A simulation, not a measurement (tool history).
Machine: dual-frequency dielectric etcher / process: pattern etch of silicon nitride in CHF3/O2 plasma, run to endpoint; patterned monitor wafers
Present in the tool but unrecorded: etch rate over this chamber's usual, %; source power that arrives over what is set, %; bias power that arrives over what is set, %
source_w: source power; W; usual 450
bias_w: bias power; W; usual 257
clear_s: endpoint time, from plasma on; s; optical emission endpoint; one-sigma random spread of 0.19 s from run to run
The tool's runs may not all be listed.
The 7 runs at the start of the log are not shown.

run	hour	source_w	bias_w	wafers since the last listed run	hours since the last wet clean	hours since the last source power generator calibration	hours since the last bias power generator calibration	hours since the last upper electrode change	incoming incoming film thickness, nm	clear_s
8	228.3	450	296	1296	402.8	4439.6	2192.1	4836	66.6	39.9
9	253	450	296	368	427.5	4464.3	2216.8	4860.7	65.8	39.6
10	274	450	296	313	448.5	4485.3	2237.8	4881.7	66.6	39.8
11	305.2	450	257	465	479.7	4516.5	2269	4912.9	66.1	41.8
12	319.9	450	257	219	494.4	4531.2	2283.7	4927.6	66.5	42
# hour 351.9: source power generator calibrated
13	354.2	450	257	452	528.7	2.3	2318	4961.9	67	42.3
14	381.6	450	257	408	556.1	29.7	2345.4	4989.3	66.2	41.7
# hour 415.4: wet clean of the chamber
15	415.9	450	210	153	0.5	64	2379.7	5023.6	65.8	46.8
16	430.2	450	210	213	14.8	78.3	2394	5037.9	66.4	47.2
17	453.5	450	210	347	38.1	101.6	2417.3	5061.2	66.1	46.8
18	518	450	257	962	102.6	166.1	2481.8	5125.7	66.4	43.2
19	533.1	480	226	225	117.7	181.2	2496.9	5140.8	66.1	44.5
# hour 555.3: bias power generator calibrated
20	563.7	450	257	396	148.3	211.8	8.4	5171.4	65.9	42.7
21	587.9	350	211	361	172.5	236	32.6	5195.6	65.8	49.7
22	614.9	450	204	402	199.5	263	59.6	5222.6	66.5	46.7
23	628.6	450	257	204	213.2	276.7	73.3	5236.3	66.6	42.6
# hour 681.1: upper electrode replaced
24	681.6	450	257	432	266.2	329.7	126.3	0.5	65.4	41.8
25	682	490	292	5	266.6	330.1	126.7	0.9	65.9	39.3
26	696.8	360	200	220	281.4	344.9	141.5	15.7	66.1	49.6
27	732.2	480	290	528	316.8	380.3	176.9	51.1	66.1	39.5
28	750.4	520	234	271	335	398.5	195.1	69.3	66.1	42
29	774.5	510	232	359	359.1	422.6	219.2	93.4	65.9	41.9
30	788.3	360	257	205	372.9	436.4	233	107.2	67.1	45.2
31	816.9	500	310	426	401.5	465	261.6	135.8	65.9	37.5

Forecast run 32:
32	850.2	450	226	496	434.8	498.3	294.9	169.1	66.2	?

Run 32 gave clear_s 43.7 s.
Were there no unlogged condition in the tool, this run, its random variation unchanged, would have produced clear_s 45.2 s.
